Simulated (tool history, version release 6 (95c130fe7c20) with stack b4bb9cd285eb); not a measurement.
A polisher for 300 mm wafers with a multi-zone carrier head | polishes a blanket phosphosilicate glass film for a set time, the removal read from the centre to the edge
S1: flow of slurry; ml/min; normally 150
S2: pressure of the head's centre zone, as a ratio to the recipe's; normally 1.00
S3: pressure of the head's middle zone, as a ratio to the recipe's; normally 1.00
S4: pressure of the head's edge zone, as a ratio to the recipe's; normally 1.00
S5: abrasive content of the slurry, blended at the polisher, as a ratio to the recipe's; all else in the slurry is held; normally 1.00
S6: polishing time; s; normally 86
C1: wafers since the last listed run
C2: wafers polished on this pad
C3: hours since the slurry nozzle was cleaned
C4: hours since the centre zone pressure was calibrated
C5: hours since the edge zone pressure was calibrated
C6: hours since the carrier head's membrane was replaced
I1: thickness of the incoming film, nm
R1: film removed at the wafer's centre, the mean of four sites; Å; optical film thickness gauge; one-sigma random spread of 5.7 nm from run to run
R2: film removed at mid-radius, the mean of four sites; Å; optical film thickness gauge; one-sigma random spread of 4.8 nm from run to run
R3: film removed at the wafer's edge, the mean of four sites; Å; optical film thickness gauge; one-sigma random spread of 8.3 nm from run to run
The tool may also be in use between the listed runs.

run 1 hour=0.0 | S1=150 S2=1.00 S3=1.00 S4=1.00 S5=1.00 S6=86 | C1=0 C2=1014 C3=368.5 C4=105.1 C5=45.3 C6=778.4 | I1=3507.3 | R1=5376 R2=5170 R3=5297
run 2 hour=53.0 | S1=150 S2=1.00 S3=1.00 S4=1.00 S5=1.00 S6=86 | C1=365 C2=1379 C3=421.5 C4=158.1 C5=98.3 C6=831.4 | I1=3569.5 | R1=5241 R2=5123 R3=5012
-- hour=115.5 worn pad replaced by a new one
run 3 hour=155.0 | S1=150 S2=1.00 S3=1.00 S4=1.00 S5=1.00 S6=86 | C1=676 C2=272 C3=523.5 C4=260.1 C5=200.3 C6=933.4 | I1=3555.5 | R1=5574 R2=5458 R3=5568
-- hour=214.5 carrier head's membrane replaced by a new one
run 4 hour=232.5 | S1=150 S2=1.00 S3=1.00 S4=1.00 S5=1.00 S6=86 | C1=500 C2=772 C3=601.0 C4=337.6 C5=277.8 C6=18.0 | I1=3516.2 | R1=5480 R2=5143 R3=5399
-- hour=240.3 slurry nozzle cleaned
run 5 hour=310.3 | S1=150 S2=1.00 S3=1.00 S4=1.00 S5=1.00 S6=86 | C1=529 C2=1302 C3=70.0 C4=415.4 C5=355.6 C6=95.8 | I1=3532.4 | R1=5315 R2=5055 R3=5115
-- hour=336.8 edge zone pressure recalibrated
run 6 hour=360.3 | S1=150 S2=1.00 S3=1.00 S4=1.00 S5=1.00 S6=86 | C1=331 C2=1633 C3=120.0 C4=465.4 C5=23.5 C6=145.8 | I1=3561.1 | R1=5171 R2=5069 R3=5085
-- hour=406.4 worn pad replaced by a new one
run 7 hour=458.4 | S1=150 S2=1.00 S3=1.00 S4=1.00 S5=1.00 S6=86 | C1=649 C2=358 C3=218.1 C4=563.5 C5=121.6 C6=243.9 | I1=3536.1 | R1=5562 R2=5392 R3=5309
run 8 hour=504.3 | S1=150 S2=1.00 S3=1.00 S4=1.00 S5=1.00 S6=86 | C1=316 C2=675 C3=264.0 C4=609.4 C5=167.5 C6=289.8 | I1=3527.6 | R1=5440 R2=5276 R3=5462
-- hour=546.7 centre zone pressure recalibrated
run 9 hour=553.5 | S1=150 S2=1.00 S3=1.00 S4=1.00 S5=1.00 S6=86 | C1=325 C2=1001 C3=313.2 C4=6.8 C5=216.7 C6=339.0 | I1=3532.5 | R1=5372 R2=5178 R3=5347
run 10 hour=635.9 | S1=150 S2=1.00 S3=1.00 S4=1.00 S5=1.00 S6=86 | C1=568 C2=1569 C3=395.6 C4=89.2 C5=299.1 C6=421.4 | I1=3518.1 | R1=5244 R2=4946 R3=5107
run 11 hour=686.3 | S1=150 S2=1.00 S3=1.00 S4=1.00 S5=1.00 S6=86 | C1=347 C2=1917 C3=446.0 C4=139.6 C5=349.5 C6=471.8 | I1=3494.8 | R1=4986 R2=4955 R3=5042
-- hour=705.5 slurry nozzle cleaned
-- hour=746.3 worn pad replaced by a new one
run 12 hour=764.8 | S1=150 S2=1.00 S3=1.00 S4=1.00 S5=1.00 S6=86 | C1=507 C2=127 C3=59.3 C4=218.1 C5=428.0 C6=550.3 | I1=3522.3 | R1=5615 R2=5489 R3=5722
-- hour=801.3 edge zone pressure recalibrated
run 13 hour=859.0 | S1=150 S2=1.00 S3=1.05 S4=1.00 S5=1.00 S6=86 | C1=636 C2=763 C3=153.5 C4=312.3 C5=57.7 C6=644.5 | I1=3539.7 | R1=5486 R2=5464 R3=5422
run 14 hour=899.1 | S1=110 S2=1.00 S3=1.00 S4=1.00 S5=1.00 S6=86 | C1=276 C2=1040 C3=193.6 C4=352.4 C5=97.8 C6=684.6 | I1=3531.3 | R1=5240 R2=5060 R3=5123
run 15 hour=964.0 | S1=150 S2=1.00 S3=1.00 S4=1.00 S5=0.70 S6=98 | C1=447 C2=1488 C3=258.5 C4=417.3 C5=162.7 C6=749.5 | I1=3591.8 | R1=5623 R2=5319 R3=5498
run 16 hour=1005.6 | S1=150 S2=1.00 S3=1.00 S4=1.00 S5=1.20 S6=86 | C1=287 C2=1775 C3=300.1 C4=458.9 C5=204.3 C6=791.1 | I1=3515.5 | R1=5351 R2=5236 R3=5282
-- hour=1015.1 worn pad replaced by a new one
run 17 hour=1091.2 | S1=120 S2=1.00 S3=1.00 S4=1.00 S5=1.15 S6=86 | C1=563 C2=524 C3=385.7 C4=544.5 C5=289.9 C6=876.7 | I1=3531.7 | R1=5378 R2=5323 R3=5485
-- hour=1111.8 centre zone pressure recalibrated
-- hour=1119.2 carrier head's membrane replaced by a new one
-- hour=1168.5 slurry nozzle cleaned
run 18 hour=1169.0 | S1=185 S2=1.00 S3=1.00 S4=0.92 S5=0.75 S6=108 | C1=481 C2=1006 C3=0.5 C4=57.2 C5=367.7 C6=49.8 | I1=3541.5 | R1=6401 R2=6192 R3=6088
-- hour=1241.2 edge zone pressure recalibrated
-- hour=1282.9 worn pad replaced by a new one
run 19 hour=1423.9 | S1=150 S2=1.00 S3=1.00 S4=1.00 S5=1.00 S6=86 | C1=1717 C2=972 C3=255.4 C4=312.1 C5=182.7 C6=304.7 | I1=3469.6 | R1=5294 R2=5246 R3=5255
run 20 hour=1528.6 | S1=125 S2=0.94 S3=1.06 S4=1.08 S5=1.00 S6=86 | C1=722 C2=1695 C3=360.1 C4=416.8 C5=287.4 C6=409.4 | I1=3543.3 | R1=4750 R2=5022 R3=5054

Alternative continuations, all from the tool just after run 20; predict every row:
run A hour=1529.0 | S1=150 S2=1.00 S3=1.00 S4=1.00 S5=1.00 S6=86 | C1=2 C2=1697 C3=360.5 C4=417.2 C5=287.8 C6=409.8 | I1=3544.9 | R1=? R2=? R3=?
run B hour=1529.0 | S1=150 S2=1.00 S3=1.00 S4=1.04 S5=0.90 S6=86 | C1=2 C2=1697 C3=360.5 C4=417.2 C5=287.8 C6=409.8 | I1=3544.9 | R1=? R2=? R3=?
run C hour=1529.0 | S1=150 S2=1.00 S3=1.00 S4=1.00 S5=0.75 S6=86 | C1=2 C2=1697 C3=360.5 C4=417.2 C5=287.8 C6=409.8 | I1=3544.9 | R1=? R2=? R3=?
run D hour=1529.0 | S1=150 S2=1.00 S3=1.00 S4=0.92 S5=1.20 S6=86 | C1=2 C2=1697 C3=360.5 C4=417.2 C5=287.8 C6=409.8 | I1=3544.9 | R1=? R2=? R3=?
run E hour=1529.0 | S1=150 S2=1.00 S3=1.00 S4=1.00 S5=0.85 S6=86 | C1=2 C2=1697 C3=360.5 C4=417.2 C5=287.8 C6=409.8 | I1=3544.9 | R1=? R2=? R3=?

run=A R1=5038 R2=4910 R3=4972
run=B R1=4916 R2=4791 R3=4942
run=C R1=4719 R2=4600 R3=4658
run=D R1=5262 R2=5129 R3=5000
run=E R1=4852 R2=4729 R3=4789
The same runs, with their run-to-run variation unchanged, on a tool lacking any hidden condition would have given:
run=A R1=5614 R2=5471 R3=5541
run=B R1=5478 R2=5339 R3=5507
run=C R1=5259 R2=5126 R3=5191
run=D R1=5864 R2=5715 R3=5572
run=E R1=5407 R2=5270 R3=5337

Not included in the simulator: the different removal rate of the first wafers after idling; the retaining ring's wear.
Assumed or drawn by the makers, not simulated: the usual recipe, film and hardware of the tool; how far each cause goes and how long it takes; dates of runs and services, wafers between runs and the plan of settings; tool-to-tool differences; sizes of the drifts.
